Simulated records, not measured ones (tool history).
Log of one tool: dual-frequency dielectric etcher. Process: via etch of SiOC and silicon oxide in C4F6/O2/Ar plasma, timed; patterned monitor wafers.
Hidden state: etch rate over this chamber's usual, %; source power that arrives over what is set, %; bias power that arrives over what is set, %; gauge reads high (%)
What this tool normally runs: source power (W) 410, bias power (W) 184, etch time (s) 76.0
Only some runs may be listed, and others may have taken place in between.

run    day  source power (W)  bias power (W)  etch time (s)  wafers since the last listed run  hours since the last wet clean  hours since the last source power generator calibration  hours since the last bias power generator calibration  hours since the last upper electrode change  hours since the gauge calibration  read-back reference wafer on the same gauge, depth_nm  mean etch depth across the wafer (Å)
  1  0.000               410             184           76.0                                 0                           387.0                                                   4458.5                                                 3230.7                                       2422.7                              334.9                                                  102.9                                   859
  2  0.583               410             184           76.0                               130                           401.0                                                   4472.5                                                 3244.7                                       2436.7                              348.9                                                  102.9                                   838
  3  0.875               410             184           76.0                                65                           408.0                                                   4479.5                                                 3251.7                                       2443.7                              355.9                                                  102.9                                   840
  4  1.388               410             184           76.0                               114                           420.3                                                   4491.8                                                 3264.0                                       2456.0                              368.2                                                  102.9                                   846
  5  2.121               410             184           65.5                               164                           437.9                                                   4509.4                                                 3281.6                                       2473.6                              385.8                                                  102.8                                   728
  6  2.762               410             184           65.5                               143                           453.3                                                   4524.8                                                 3297.0                                       2489.0                              401.2                                                  103.0                                   718
  7  3.492               410             184           65.5                               163                           470.8                                                   4542.3                                                 3314.5                                       2506.5                              418.7                                                  102.8                                   726
     4.671  -- upper electrode replaced
     4.896  -- wet clean of the chamber
  8  4.917               410             184           76.0                                44                             0.5                                                   4576.5                                                 3348.7                                          5.9                              452.9                                                  102.6                                   879
  9  4.929               410             184           76.0                                 2                             0.8                                                   4576.8                                                 3349.0                                          6.2                              453.2                                                  103.0                                   874
 10  5.125               380             184           76.0                                43                             5.5                                                   4581.5                                                 3353.7                                         10.9                              457.9                                                  103.0                                   848
 11  5.871               380             184           76.0                               167                            23.4                                                   4599.4                                                 3371.6                                         28.8                              475.8                                                  103.0                                   853
 12  6.496               410             184           76.0                               140                            38.4                                                   4614.4                                                 3386.6                                         43.8                              490.8                                                  102.8                                   875
 13  7.204               410             211           65.5                               158                            55.4                                                   4631.4                                                 3403.6                                         60.8                              507.8                                                  103.0                                   790
 14  7.708               410             184           76.0                               113                            67.5                                                   4643.5                                                 3415.7                                         72.9                              519.9                                                  103.1                                   870
     7.975  -- bias power generator calibrated
 15  8.404               410             184           76.0                               118                            84.2                                                   4660.2                                                   10.3                                         89.6                              536.6                                                  102.9                                   868

Run 16 is up next; what results do you expect?
 16  8.792               410             184           76.0                                86                            93.5                                                   4669.5                                                   19.6                                         98.9                              545.9                                                      ?                                     ?

Run 16 measured read-back reference wafer on the same gauge, depth_nm 102.9, mean etch depth across the wafer (Å) 860.
Without the tool's hidden state the same run would have given mean etch depth across the wafer (Å) 871.
